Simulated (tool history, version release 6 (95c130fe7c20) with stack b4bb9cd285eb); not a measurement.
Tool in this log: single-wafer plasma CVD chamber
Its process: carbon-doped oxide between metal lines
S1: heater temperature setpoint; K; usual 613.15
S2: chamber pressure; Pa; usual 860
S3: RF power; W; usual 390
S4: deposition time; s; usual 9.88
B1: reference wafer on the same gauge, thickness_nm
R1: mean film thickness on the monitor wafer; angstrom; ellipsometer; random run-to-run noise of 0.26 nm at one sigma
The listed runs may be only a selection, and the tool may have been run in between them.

run    hour      S1   S2   S3     S4      B1      R1
  1       0  613.15  860  390   11.2  54.284  511.64
  2    36.2  613.15  860  390   9.88  54.351  453.68
  3    97.8  613.15  860  390   9.88  54.341  452.06
  4   201.5  613.15  965  390   9.88  54.043  457.48
  5   270.1  613.15  776  390   9.88  53.778  442.52
  6   314.7  613.15  860  450   9.88  53.754  483.08
  7     389  613.15  860  450   9.88  53.669  481.12
  8   434.7  607.15  860  390   9.88  53.489  449.08
  9   493.2  607.15  860  390   9.88  53.279  454.69
 10   580.9  613.15  860  390   9.88  53.088  439.76
        690  -- capacitance manometer re-zeroed and calibrated
 11   690.5  605.15  860  390   9.88  52.779  450.99
 12   733.9  605.15  860  390   9.88  52.769  453.29
      757.3  -- thermocouple changed; heater temperature recalibrated
 13     836  613.15  860  390   9.88  52.571  435.04
      867.4  -- RF generator calibrated
 14   938.5  603.15  933  390   9.88  52.395   453.6
      986.7  -- gauge calibrated
 15  1033.7  613.15  860  450   9.88  55.235  496.62
     1078.7  -- showerhead replaced
 16  1098.6  607.15  860  390  11.06  55.053  520.64
 17  1164.9  617.15  860  315   9.88  55.017  402.66
 18    1235  622.15  860  390   9.88  54.712  442.91
 19  1274.7  613.15  860  390   9.88  54.724  457.86
 20  1324.4  613.15  860  390   11.2  54.544  515.46
 21  1409.1  613.15  655  390  10.41  54.433  467.24
 22  1484.2  613.15  799  390   9.88  54.296  448.79
 23  1589.1  613.15  860  390  10.92   54.02  497.35
 24  1686.4  619.15  980  390   9.88  53.768  447.98
     1706.7  -- capacitance manometer re-zeroed and calibrated
 25    1788  613.15  860  390   9.88  53.551  450.21

Below are 4 alternative next runs, each starting from the tool's condition after run 25. Predict each:
  A  1788.4  613.15   860  390   9.88   ?   ?
  B  1788.4  613.15  1008  390  11.54   ?   ?
  C  1788.4  613.15  1025  390   9.88   ?   ?
  D  1788.4  613.15   745  390   9.22   ?   ?

run      B1      R1
  A  53.582  450.19
  B  53.582  530.17
  C  53.582  455.54
  D  53.582  414.06
Had the tool no hidden state, the same runs would have come out as:
run      R1
  A  464.75
  B  547.31
  C  470.27
  D  427.45
